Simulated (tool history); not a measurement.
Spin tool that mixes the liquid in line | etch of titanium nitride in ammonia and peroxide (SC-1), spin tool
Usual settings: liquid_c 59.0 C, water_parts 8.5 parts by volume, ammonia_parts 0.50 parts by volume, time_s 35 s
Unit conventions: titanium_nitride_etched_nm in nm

run   hour  liquid_c  water_parts  ammonia_parts  time_s  wafers since the last listed run  hours since the thermometer was replaced  hours since the ammonia flow meter was replaced  hours since the heated supply line was repaired  hours since the drum of ammonia solution was connected  hours since the gauge calibration  read-back film thickness of the titanium nitride reference wafer, read on the same gauge (nm)  titanium_nitride_etched_nm
  1    0.0      51.5          8.5           0.50      35                                 0                                      11.6                                            860.6                                           3922.3                                                   643.7                               36.4                                                                                        149.984                       2.715
  2    8.6      51.5          8.5           0.50      35                               136                                      20.2                                            869.2                                           3930.9                                                   652.3                               45.0                                                                                        149.957                       2.671
  3   17.5      51.5          8.5           0.50      35                               141                                      29.1                                            878.1                                           3939.8                                                   661.2                               53.9                                                                                        149.964                       2.744
  4   31.3      59.0          8.5           0.50      35                               219                                      42.9                                            891.9                                           3953.6                                                   675.0                               67.7                                                                                        150.002                       4.566
  5   44.1      64.0         10.5           0.50      45                               203                                      55.7                                            904.7                                           3966.4                                                   687.8                               80.5                                                                                        150.034                       7.316
  6   61.4      59.0          8.5           0.70      50                               275                                      73.0                                            922.0                                           3983.7                                                   705.1                               97.8                                                                                        150.007                       6.953
  7   76.9      59.0          8.5           0.60      35                               246                                      88.5                                            937.5                                           3999.2                                                   720.6                              113.3                                                                                        150.005                       4.718
  8   86.5      68.0          8.5           0.50      35                               152                                      98.1                                            947.1                                           4008.8                                                   730.2                              122.9                                                                                        150.003                       8.240
      93.8  -- new drum of ammonia solution connected
  9  103.8      59.0          8.5           0.50      35                               259                                     115.4                                            964.4                                           4026.1                                                    10.0                              140.2                                                                                        150.011                       4.505
 10  121.6      59.0          8.5           0.50      35                               283                                     133.2                                            982.2                                           4043.9                                                    27.8                              158.0                                                                                        149.982                       4.621
 11  146.2      59.0          8.5           0.50      35                               391                                     157.8                                           1006.8                                           4068.5                                                    52.4                              182.6                                                                                        150.012                       4.641
 12  159.9      53.0          7.5           0.65      45                               217                                     171.5                                           1020.5                                           4082.2                                                    66.1                              196.3                                                                                        149.972                       4.363
     164.4  -- heated supply line repaired
 13  170.4      59.0          8.5           0.50      35                               151                                     182.0                                           1031.0                                              6.0                                                    76.6                              206.8                                                                                        150.024                       4.625
 14  187.3      59.0          6.5           0.60      25                               268                                     198.9                                           1047.9                                             22.9                                                    93.5                              223.7                                                                                        150.029                       3.822
 15  199.9      59.0          9.5           0.65      50                               200                                     211.5                                           1060.5                                             35.5                                                   106.1                              236.3                                                                                        149.989                       6.657
     203.4  -- ammonia flow meter replaced
 16  217.7      63.0          7.0           0.60      50                               267                                     229.3                                             14.3                                             53.3                                                   123.9                              254.1                                                                                        149.985                       9.780
 17  229.5      63.5         10.0           0.50      35                               187                                     241.1                                             26.1                                             65.1                                                   135.7                              265.9                                                                                        150.051                       5.691
 18  242.2      64.5         11.0           0.40      20                               201                                     253.8                                             38.8                                             77.8                                                   148.4                              278.6                                                                                        150.007                       3.198
 19  251.2      59.0          8.5           0.45      40                               143                                     262.8                                             47.8                                             86.8                                                   157.4                              287.6                                                                                        149.969                       5.314
 20  264.0      68.5          8.5           0.50      35                               203                                     275.6                                             60.6                                             99.6                                                   170.2                              300.4                                                                                        150.001                       8.540
 21  271.3      63.0          8.5           0.35      35                               116                                     282.9                                             67.9                                            106.9                                                   177.5                              307.7                                                                                        149.982                       5.630
 22  322.5      55.5         11.0           0.50      35                               814                                     334.1                                            119.1                                            158.1                                                   228.7                              358.9                                                                                        150.003                       3.310
 23  333.9      59.0          5.0           0.50      35                               181                                     345.5                                            130.5                                            169.5                                                   240.1                              370.3                                                                                        150.032                       6.187
 24  341.7      62.0          8.5           0.40      35                               124                                     353.3                                            138.3                                            177.3                                                   247.9                              378.1                                                                                        149.995                       5.565

For each run, the measured value with the value that run would have given without the tool's hidden condition subtracted. The run-to-run variation is shared by both, the gauge scatter possibly not:
What the log doesn't record here: liquid hotter than its thermometer reads (K); ammonia flow above the setpoint (%); temperature lost on the way to the wafer (K); ammonia solution weaker than its label (%); gauge reads high (%).
run  titanium_nitride_etched_nm
  1                      +0.006
  2                      +0.009
  3                      +0.016
  4                      +0.033
  5                      +0.070
  6                      +0.086
  7                      +0.071
  8                      +0.133
  9                      +0.088
 10                      +0.105
 11                      +0.123
 12                      +0.129
 13                      +0.141
 14                      +0.126
 15                      +0.236
 16                      +0.364
 17                      +0.222
 18                      +0.132
 19                      +0.233
 20                      +0.369
 21                      +0.258
 22                      +0.186
 23                      +0.351
 24                      +0.318
